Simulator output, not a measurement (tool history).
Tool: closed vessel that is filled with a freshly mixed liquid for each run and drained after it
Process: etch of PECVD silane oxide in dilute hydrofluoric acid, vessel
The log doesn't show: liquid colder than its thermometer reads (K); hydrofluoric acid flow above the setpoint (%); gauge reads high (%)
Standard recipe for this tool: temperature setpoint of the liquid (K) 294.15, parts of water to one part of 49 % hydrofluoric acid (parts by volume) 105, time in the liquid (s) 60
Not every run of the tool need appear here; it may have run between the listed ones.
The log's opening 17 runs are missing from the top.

| run | hour | temperature setpoint of the liquid (K) | parts of water to one part of 49 % hydrofluoric acid (parts by volume) | time in the liquid (s) | wafers since the last listed run | hours since the thermometer was replaced | hours since the hydrofluoric acid flow meter was replaced | hours since the gauge calibration | read-back film thickness of the PECVD silane oxide reference wafer, read on the same gauge (nm) | thickness taken off the PECVD silane oxide on a monitor wafer (angstrom) |
|---|---|---|---|---|---|---|---|---|---|---|
|  | 217.8 | hydrofluoric acid flow meter replaced |
| 18 | 218.4 | 298.15 | 105 | 60 | 1325 | 208.7 | 0.6 | 316.5 | 139.97 | 258.1 |
| 19 | 234.5 | 298.15 | 105 | 60 | 1748 | 224.8 | 16.7 | 332.6 | 139.97 | 259.8 |
| 20 | 246.5 | 290.65 | 125 | 40 | 1303 | 236.8 | 28.7 | 344.6 | 139.96 | 104.5 |
| 21 | 267.3 | 292.15 | 105 | 75 | 2259 | 257.6 | 49.5 | 365.4 | 139.95 | 256.1 |
|  | 270.8 | gauge calibrated |
| 22 | 284.9 | 295.65 | 60 | 70 | 1911 | 275.2 | 67.1 | 14.1 | 140.07 | 511 |
| 23 | 295.9 | 290.15 | 120 | 35 | 1194 | 286.2 | 78.1 | 25.1 | 139.97 | 94.1 |
| 24 | 312.2 | 294.15 | 105 | 60 | 1770 | 302.5 | 94.4 | 41.4 | 140 | 224.3 |
| 25 | 319.7 | 294.15 | 105 | 60 | 814 | 310 | 101.9 | 48.9 | 139.97 | 222.4 |
| 26 | 333.2 | 295.65 | 105 | 60 | 1466 | 323.5 | 115.4 | 62.4 | 139.97 | 235.3 |
| 27 | 349.9 | 294.15 | 105 | 60 | 1813 | 340.2 | 132.1 | 79.1 | 140 | 221.4 |
| 28 | 360.4 | 294.15 | 85 | 60 | 1140 | 350.7 | 142.6 | 89.6 | 140 | 280.1 |
| 29 | 367.3 | 294.15 | 130 | 60 | 749 | 357.6 | 149.5 | 96.5 | 139.96 | 176.3 |
| 30 | 383.6 | 292.65 | 145 | 35 | 1770 | 373.9 | 165.8 | 112.8 | 140.03 | 84.6 |
| 31 | 389.8 | 294.15 | 105 | 60 | 673 | 380.1 | 172 | 119 | 140.06 | 224.7 |
| 32 | 404.7 | 294.15 | 90 | 75 | 1618 | 395 | 186.9 | 133.9 | 139.99 | 330.1 |

Forecast each of these 5 alternatives for the next run:
| A | 405.4 | 294.15 | 105 | 60 | 76 | 395.7 | 187.6 | 134.6 | ? | ? |
| B | 405.4 | 299.15 | 65 | 40 | 76 | 395.7 | 187.6 | 134.6 | ? | ? |
| C | 405.4 | 290.65 | 70 | 95 | 76 | 395.7 | 187.6 | 134.6 | ? | ? |
| D | 405.4 | 292.15 | 105 | 35 | 76 | 395.7 | 187.6 | 134.6 | ? | ? |
| E | 405.4 | 290.15 | 55 | 75 | 76 | 395.7 | 187.6 | 134.6 | ? | ? |

| run | read-back film thickness of the PECVD silane oxide reference wafer, read on the same gauge (nm) | thickness taken off the PECVD silane oxide on a monitor wafer (angstrom) |
|---|---|---|
| A | 139.99 | 222 |
| B | 139.99 | 307.3 |
| C | 139.99 | 473.9 |
| D | 139.99 | 119.3 |
| E | 139.99 | 473.8 |
Without the tool's hidden state the same runs would have given:
| run | thickness taken off the PECVD silane oxide on a monitor wafer (angstrom) |
|---|---|
| A | 222 |
| B | 307.3 |
| C | 473.9 |
| D | 119.3 |
| E | 473.8 |

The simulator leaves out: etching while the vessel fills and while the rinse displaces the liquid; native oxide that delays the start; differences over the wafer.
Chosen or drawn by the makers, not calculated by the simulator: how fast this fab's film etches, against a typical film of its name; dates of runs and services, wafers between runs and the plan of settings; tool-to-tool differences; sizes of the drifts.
